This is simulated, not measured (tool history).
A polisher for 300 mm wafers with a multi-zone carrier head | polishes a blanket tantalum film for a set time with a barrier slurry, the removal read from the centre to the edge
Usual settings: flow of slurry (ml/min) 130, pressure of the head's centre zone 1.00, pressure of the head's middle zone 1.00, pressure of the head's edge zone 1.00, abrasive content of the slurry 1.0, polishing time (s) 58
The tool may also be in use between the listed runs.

| run | hour | flow of slurry (ml/min) | pressure of the head's centre zone | pressure of the head's middle zone | pressure of the head's edge zone | abrasive content of the slurry | polishing time (s) | wafers since the last listed run | wafers polished on this pad | hours since the slurry nozzle was cleaned | hours since the centre zone pressure was calibrated | hours since the edge zone pressure was calibrated | hours since the carrier head's membrane was replaced | incoming thickness of the incoming film, nm | film removed at the wafer's centre (Å) | film removed at mid-radius (Å) | film removed at the wafer's edge (Å) |
|---|---|---|---|---|---|---|---|---|---|---|---|---|---|---|---|---|---|
| 1 | 0.0 | 95 | 0.95 | 1.00 | 1.00 | 1.0 | 49 | 0 | 451 | 244.1 | 492.3 | 3.9 | 1539.5 | 261.5 | 584 | 646 | 648 |
| 2 | 19.7 | 150 | 1.00 | 1.05 | 1.00 | 1.0 | 58 | 130 | 582 | 263.8 | 512.0 | 23.6 | 1559.2 | 260.4 | 798 | 887 | 827 |
|  | 38.6 | centre zone pressure recalibrated |
|  | 39.2 | carrier head's membrane replaced by a new one |
| 3 | 39.7 | 130 | 1.00 | 1.00 | 1.00 | 1.3 | 58 | 115 | 698 | 283.8 | 1.1 | 43.6 | 0.5 | 261.5 | 824 | 895 | 894 |
| 4 | 60.9 | 130 | 1.00 | 1.00 | 1.00 | 1.0 | 58 | 140 | 838 | 305.0 | 22.3 | 64.8 | 21.7 | 262.3 | 755 | 831 | 802 |
| 5 | 90.3 | 130 | 1.00 | 1.00 | 1.00 | 1.0 | 58 | 195 | 1034 | 334.4 | 51.7 | 94.2 | 51.1 | 259.1 | 738 | 823 | 807 |
| 6 | 119.5 | 130 | 1.00 | 1.00 | 0.95 | 1.0 | 58 | 193 | 1227 | 363.6 | 80.9 | 123.4 | 80.3 | 258.9 | 760 | 824 | 755 |
|  | 133.6 | worn pad replaced by a new one |
| 7 | 140.6 | 130 | 1.00 | 1.00 | 1.00 | 1.0 | 45 | 113 | 46 | 384.7 | 102.0 | 144.5 | 101.4 | 263.0 | 573 | 637 | 630 |
| 8 | 157.7 | 130 | 1.00 | 1.00 | 1.00 | 1.0 | 58 | 113 | 160 | 401.8 | 119.1 | 161.6 | 118.5 | 260.6 | 745 | 824 | 801 |
| 9 | 172.7 | 100 | 1.00 | 1.00 | 1.00 | 1.0 | 43 | 99 | 259 | 416.8 | 134.1 | 176.6 | 133.5 | 261.5 | 509 | 572 | 568 |
|  | 177.6 | slurry nozzle cleaned |
| 10 | 197.2 | 130 | 0.93 | 1.00 | 0.95 | 1.0 | 42 | 156 | 415 | 19.6 | 158.6 | 201.1 | 158.0 | 257.7 | 515 | 594 | 566 |
|  | 202.6 | centre zone pressure recalibrated, repeated, since the last time left the tool worse |
| 11 | 227.0 | 130 | 1.00 | 1.00 | 0.89 | 1.0 | 40 | 184 | 600 | 49.4 | 24.4 | 230.9 | 187.8 | 254.8 | 569 | 561 | 522 |
| 12 | 255.4 | 130 | 1.00 | 1.00 | 1.00 | 0.9 | 48 | 188 | 788 | 77.8 | 52.8 | 259.3 | 216.2 | 260.8 | 646 | 654 | 634 |
| 13 | 281.6 | 170 | 1.00 | 1.00 | 1.00 | 1.0 | 58 | 173 | 962 | 104.0 | 79.0 | 285.5 | 242.4 | 257.9 | 862 | 863 | 852 |
| 14 | 312.5 | 130 | 1.03 | 1.00 | 1.07 | 1.0 | 58 | 205 | 1168 | 134.9 | 109.9 | 316.4 | 273.3 | 256.6 | 836 | 815 | 830 |
| 15 | 336.7 | 130 | 1.00 | 1.00 | 1.00 | 0.9 | 58 | 160 | 1328 | 159.1 | 134.1 | 340.6 | 297.5 | 261.5 | 774 | 778 | 762 |
| 16 | 367.0 | 130 | 0.97 | 1.10 | 1.00 | 1.0 | 58 | 201 | 1529 | 189.4 | 164.4 | 370.9 | 327.8 | 263.1 | 795 | 888 | 806 |
|  | 372.0 | worn pad replaced by a new one |
| 17 | 398.2 | 130 | 1.00 | 1.00 | 1.00 | 1.0 | 58 | 180 | 173 | 220.6 | 195.6 | 402.1 | 359.0 | 259.8 | 820 | 817 | 799 |
| 18 | 416.1 | 130 | 1.00 | 0.96 | 0.89 | 1.0 | 58 | 118 | 292 | 238.5 | 213.5 | 420.0 | 376.9 | 262.1 | 821 | 792 | 770 |
| 19 | 434.6 | 130 | 1.00 | 1.00 | 1.00 | 1.0 | 58 | 122 | 415 | 257.0 | 232.0 | 438.5 | 395.4 | 262.1 | 796 | 818 | 810 |
| 20 | 455.3 | 170 | 1.00 | 1.00 | 1.00 | 1.0 | 58 | 137 | 552 | 277.7 | 252.7 | 459.2 | 416.1 | 259.9 | 860 | 868 | 826 |
| 21 | 485.9 | 130 | 1.00 | 1.00 | 1.10 | 1.0 | 45 | 203 | 756 | 308.3 | 283.3 | 489.8 | 446.7 | 262.1 | 621 | 637 | 638 |

What the log doesn't show, run by run:
removal rate lost through wear of the pad, %: 0 in every run
slurry flow missing at the pad, %: 0 in every run
deviation of the edge zone's pressure from its setpoint, %: 0 in every run
H1: deviation of the centre zone's pressure from its setpoint, %
| run | H1 |
|---|---|
| 1 | -5.7 |
| 2 | -5.99 |
| 3 | -13.2 |
| 4 | -13.5 |
| 5 | -14 |
| 6 | -14.4 |
| 7 | -14.7 |
| 8 | -15 |
| 9 | -15.2 |
| 10 | -15.5 |
| 11 | -0.0123 |
| 12 | -0.436 |
| 13 | -0.827 |
| 14 | -1.29 |
| 15 | -1.65 |
| 16 | -2.1 |
| 17 | -2.57 |
| 18 | -2.83 |
| 19 | -3.11 |
| 20 | -3.42 |
| 21 | -3.87 |

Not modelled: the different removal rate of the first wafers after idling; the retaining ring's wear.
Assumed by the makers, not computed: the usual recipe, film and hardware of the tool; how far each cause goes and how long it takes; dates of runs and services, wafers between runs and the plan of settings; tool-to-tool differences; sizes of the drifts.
